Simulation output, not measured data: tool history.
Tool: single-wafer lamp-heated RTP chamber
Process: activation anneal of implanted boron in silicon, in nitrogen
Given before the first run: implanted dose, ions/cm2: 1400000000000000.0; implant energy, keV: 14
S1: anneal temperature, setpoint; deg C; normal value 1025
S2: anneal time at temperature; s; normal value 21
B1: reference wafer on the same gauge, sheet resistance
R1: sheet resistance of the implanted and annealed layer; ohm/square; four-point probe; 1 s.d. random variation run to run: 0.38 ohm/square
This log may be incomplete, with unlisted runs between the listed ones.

{"run": 1, "hour": 0.0, "S1": 1039, "S2": 21, "B1": 80.59, "R1": 89.22}
{"run": 2, "hour": 49.0, "S1": 1039, "S2": 21, "B1": 80.53, "R1": 88.51}
{"run": 3, "hour": 79.8, "S1": 1039, "S2": 21, "B1": 80.57, "R1": 89.17}
{"run": 4, "hour": 122.6, "S1": 1013, "S2": 13, "B1": 80.59, "R1": 95.28}
{"run": 5, "hour": 151.1, "S1": 1013, "S2": 13, "B1": 80.62, "R1": 95.54}
{"run": 6, "hour": 200.1, "S1": 1013, "S2": 13, "B1": 80.69, "R1": 95.06}
{"run": 7, "hour": 231.5, "S1": 1025, "S2": 21, "B1": 80.61, "R1": 90.99}
{"run": 8, "hour": 292.3, "S1": 1025, "S2": 21, "B1": 80.6, "R1": 91.12}
{"run": 9, "hour": 350.0, "S1": 1025, "S2": 21, "B1": 80.58, "R1": 91.01}
{"run": 10, "hour": 411.4, "S1": 1025, "S2": 21, "B1": 80.54, "R1": 91.28}
{"run": 11, "hour": 448.9, "S1": 1025, "S2": 21, "B1": 80.55, "R1": 91.03}
{"run": 12, "hour": 565.2, "S1": 1025, "S2": 18, "B1": 80.62, "R1": 91.27}
{"run": 13, "hour": 636.6, "S1": 1001, "S2": 16, "B1": 80.62, "R1": 96.61}
{"run": 14, "hour": 699.8, "S1": 1054, "S2": 21, "B1": 80.6, "R1": 86.37}
{"run": 15, "hour": 761.4, "S1": 1025, "S2": 21, "B1": 80.58, "R1": 90.54}
{"run": 16, "hour": 792.4, "S1": 1025, "S2": 28, "B1": 80.68, "R1": 89.42}
{"run": 17, "hour": 832.1, "S1": 1036, "S2": 21, "B1": 80.64, "R1": 88.46}
{"run": 18, "hour": 893.6, "S1": 1007, "S2": 24, "B1": 80.57, "R1": 93.18}
{"run": 19, "hour": 944.2, "S1": 1025, "S2": 21, "B1": 80.62, "R1": 89.74}
{"run": 20, "hour": 1148.1, "S1": 1025, "S2": 21, "B1": 80.6, "R1": 92.16}
{"run": 21, "hour": 1192.0, "S1": 998, "S2": 21, "B1": 80.59, "R1": 98.51}
{"run": 22, "hour": 1236.7, "S1": 1025, "S2": 21, "B1": 80.63, "R1": 91.48}
{"run": 23, "hour": 1302.1, "S1": 1048, "S2": 21, "B1": 80.62, "R1": 86.83}
{"run": 24, "hour": 1339.4, "S1": 1025, "S2": 21, "B1": 80.59, "R1": 91.39}
{"run": 25, "hour": 1399.4, "S1": 1050, "S2": 25, "B1": 80.59, "R1": 86.15}
{"run": 26, "hour": 1425.2, "S1": 1036, "S2": 12, "B1": 80.6, "R1": 90.39}
{"run": 27, "hour": 1476.2, "S1": 1038, "S2": 32, "B1": 80.62, "R1": 86.79}
{"run": 28, "hour": 1545.5, "S1": 1041, "S2": 26, "B1": 80.6, "R1": 86.85}
{"run": 29, "hour": 1571.8, "S1": 1025, "S2": 21, "B1": 80.58, "R1": 90.58}
{"run": 30, "hour": 1602.2, "S1": 995, "S2": 14, "B1": 80.55, "R1": 99.56}
{"run": 31, "hour": 1666.3, "S1": 1025, "S2": 21, "B1": 80.64, "R1": 91.13}
{"run": 32, "hour": 1704.3, "S1": 1025, "S2": 21, "B1": 80.62, "R1": 90.04}
{"run": 33, "hour": 1737.8, "S1": 1006, "S2": 15, "B1": 80.56, "R1": 95.59}
{"run": 34, "hour": 1772.2, "S1": 1025, "S2": 31, "B1": 80.56, "R1": 88.28}
{"run": 35, "hour": 1831.1, "S1": 1006, "S2": 9, "B1": 80.57, "R1": 97.79}
{"run": 36, "hour": 1885.2, "S1": 1036, "S2": 32, "B1": 80.59, "R1": 86.95}

Withheld: 6 entries from between the runs. Position of each, and hidden state at the listed run before versus the listed run after:
Runs 8 to 9: pyrometer window cleaned and pyrometer calibrated (hour 349.5)
  wafer temperature error from the tarnished reflector plate, K: 5.44 -> 5.98
  measured value less the no-hidden-state value, R1: -1.06 -> -1.17 ohm/square
Runs 11 to 12: gauge calibrated (hour 467.1)
  wafer temperature error from the tarnished reflector plate, K: 6.71 -> 7.33
  measured value less the no-hidden-state value, R1: -1.31 -> -1.44 ohm/square
Runs 16 to 17: pyrometer window cleaned and pyrometer calibrated (hour 818.8)
  wafer temperature error from the tarnished reflector plate, K: 8.08 -> 8.17
  measured value less the no-hidden-state value, R1: -1.53 -> -1.34 ohm/square
Runs 19 to 20: reflector plate cleaned (hour 1068.6)
  wafer temperature error from the tarnished reflector plate, K: 8.37 -> 2.53
  measured value less the no-hidden-state value, R1: -1.60 -> -0.51 ohm/square
Runs 21 to 22: pyrometer window cleaned and pyrometer calibrated (hour 1234.1)
  wafer temperature error from the tarnished reflector plate, K: 3.34 -> 4.06
  measured value less the no-hidden-state value, R1: -1.19 -> -0.80 ohm/square
Runs 31 to 32: pyrometer window cleaned and pyrometer calibrated (hour 1684.0)
  wafer temperature error from the tarnished reflector plate, K: 7.75 -> 7.9
  measured value less the no-hidden-state value, R1: -1.50 -> -1.52 ohm/square
